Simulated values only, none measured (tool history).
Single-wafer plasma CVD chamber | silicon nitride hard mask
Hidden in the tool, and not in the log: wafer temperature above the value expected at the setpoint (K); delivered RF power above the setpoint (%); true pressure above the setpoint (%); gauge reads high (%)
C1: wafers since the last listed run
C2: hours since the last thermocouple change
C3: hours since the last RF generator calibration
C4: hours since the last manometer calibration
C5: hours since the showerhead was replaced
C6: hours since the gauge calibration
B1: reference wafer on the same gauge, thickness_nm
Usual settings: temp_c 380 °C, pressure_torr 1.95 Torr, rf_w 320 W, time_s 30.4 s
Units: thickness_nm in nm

Run 1, day 0: usual settings; C1 0; C2 2295.6; C3 1854.9; C4 1109.6; C5 2655.7; C6 374.2; B1 32.785. Result: thickness_nm 34.456 nm.
Run 2, day 3.867: usual settings; C1 1257; C2 2388.4; C3 1947.7; C4 1202.4; C5 2748.5; C6 467; B1 32.805. Result: thickness_nm 34.476 nm.
Run 3, day 5.121: usual settings; C1 407; C2 2418.5; C3 1977.8; C4 1232.5; C5 2778.6; C6 497.1; B1 32.782. Result: thickness_nm 34.521 nm.
At day 5.5: gauge calibrated.
Run 4, day 5.788: usual settings; C1 216; C2 2434.5; C3 1993.8; C4 1248.5; C5 2794.6; C6 6.9; B1 32.794. Result: thickness_nm 34.444 nm.
Run 5, day 7.108: usual settings; C1 429; C2 2466.2; C3 2025.5; C4 1280.2; C5 2826.3; C6 38.6; B1 32.805. Result: thickness_nm 34.295 nm.
Run 6, day 7.804: usual settings; C1 226; C2 2482.9; C3 2042.2; C4 1296.9; C5 2843; C6 55.3; B1 32.785. Result: thickness_nm 34.314 nm.
Run 7, day 8.333: usual settings but pressure_torr 1.77 Torr; C1 172; C2 2495.6; C3 2054.9; C4 1309.6; C5 2855.7; C6 68; B1 32.802. Result: thickness_nm 33.446 nm.
Run 8, day 8.879: usual settings but pressure_torr 1.77 Torr; C1 177; C2 2508.7; C3 2068; C4 1322.7; C5 2868.8; C6 81.1; B1 32.79. Result: thickness_nm 33.705 nm.
Run 9, day 10.067: usual settings but pressure_torr 1.77 Torr; C1 386; C2 2537.2; C3 2096.5; C4 1351.2; C5 2897.3; C6 109.6; B1 32.787. Result: thickness_nm 33.655 nm.
Run 10, day 11.375: usual settings; C1 425; C2 2568.6; C3 2127.9; C4 1382.6; C5 2928.7; C6 141; B1 32.796. Result: thickness_nm 34.301 nm.
Run 11, day 12.667: usual settings; C1 419; C2 2599.6; C3 2158.9; C4 1413.6; C5 2959.7; C6 172; B1 32.812. Result: thickness_nm 34.225 nm.
At day 13.412: capacitance manometer re-zeroed and calibrated.
Run 12, day 13.433: usual settings; C1 140; C2 2618; C3 2177.3; C4 0.5; C5 2978.1; C6 190.4; B1 32.795. Result: thickness_nm 33.613 nm.
Run 13, day 14.608: usual settings but rf_w 350 W; C1 381; C2 2646.2; C3 2205.5; C4 28.7; C5 3006.3; C6 218.6; B1 32.789. Result: thickness_nm 35.564 nm.
Run 14, day 15.55: usual settings but pressure_torr 1.61 Torr, time_s 34.6 s; C1 306; C2 2668.8; C3 2228.1; C4 51.3; C5 3028.9; C6 241.2; B1 32.803. Result: thickness_nm 36.526 nm.
At day 17.979: showerhead replaced.
At day 18.679: RF generator calibrated.
Run 15, day 19.846: usual settings; C1 1179; C2 2771.9; C3 28; C4 154.4; C5 44.8; C6 344.3; B1 32.806. Result: thickness_nm 35.014 nm.
Run 16, day 20.458: usual settings but pressure_torr 2.41 Torr; C1 199; C2 2786.6; C3 42.7; C4 169.1; C5 59.5; C6 359; B1 32.779. Result: thickness_nm 36.602 nm.
Run 17, day 21.888: usual settings but rf_w 280 W, time_s 32.6 s; C1 464; C2 2820.9; C3 77; C4 203.4; C5 93.8; C6 393.3; B1 32.805. Result: thickness_nm 34.607 nm.
Run 18, day 22.758: usual settings but pressure_torr 1.71 Torr, rf_w 305 W; C1 283; C2 2841.8; C3 97.9; C4 224.3; C5 114.7; C6 414.2; B1 32.806. Result: thickness_nm 32.909 nm.
Run 19, day 23.908: usual settings; C1 373; C2 2869.4; C3 125.5; C4 251.9; C5 142.3; C6 441.8; B1 32.818. Result: thickness_nm 35.063 nm.
At day 24.862: gauge calibrated.
Run 20, day 25.112: usual settings; C1 391; C2 2898.3; C3 154.4; C4 280.8; C5 171.2; C6 6; B1 32.815. Result: thickness_nm 35.01 nm.
At day 25.862: thermocouple changed; heater temperature recalibrated.
Run 21, day 26.125: usual settings but pressure_torr 1.52 Torr, rf_w 350 W, time_s 32.4 s; C1 220; C2 6.3; C3 178.7; C4 305.1; C5 195.5; C6 30.3; B1 32.792. Result: thickness_nm 37.219 nm.
Run 22, day 27.242: usual settings but rf_w 370 W; C1 363; C2 33.1; C3 205.5; C4 331.9; C5 222.3; C6 57.1; B1 32.823. Result: thickness_nm 38.315 nm.
Run 23, day 29.271: usual settings but pressure_torr 1.6 Torr, rf_w 285 W; C1 659; C2 81.8; C3 254.2; C4 380.6; C5 271; C6 105.8; B1 32.778. Result: thickness_nm 31.183 nm.

Forecast run 24:
Run 24, day 30.1: usual settings but temp_c 368 °C, pressure_torr 2.26 Torr, rf_w 380 W, time_s 26.9 s; C1 269; C2 101.7; C3 274.1; C4 400.5; C5 290.9; C6 125.7; B1 ?. Result: thickness_nm ?.

{"run 24": {"B1": 32.793, "thickness_nm": 35.728}}
Without the tool's hidden state the same run would have given thickness_nm 35.664 nm.
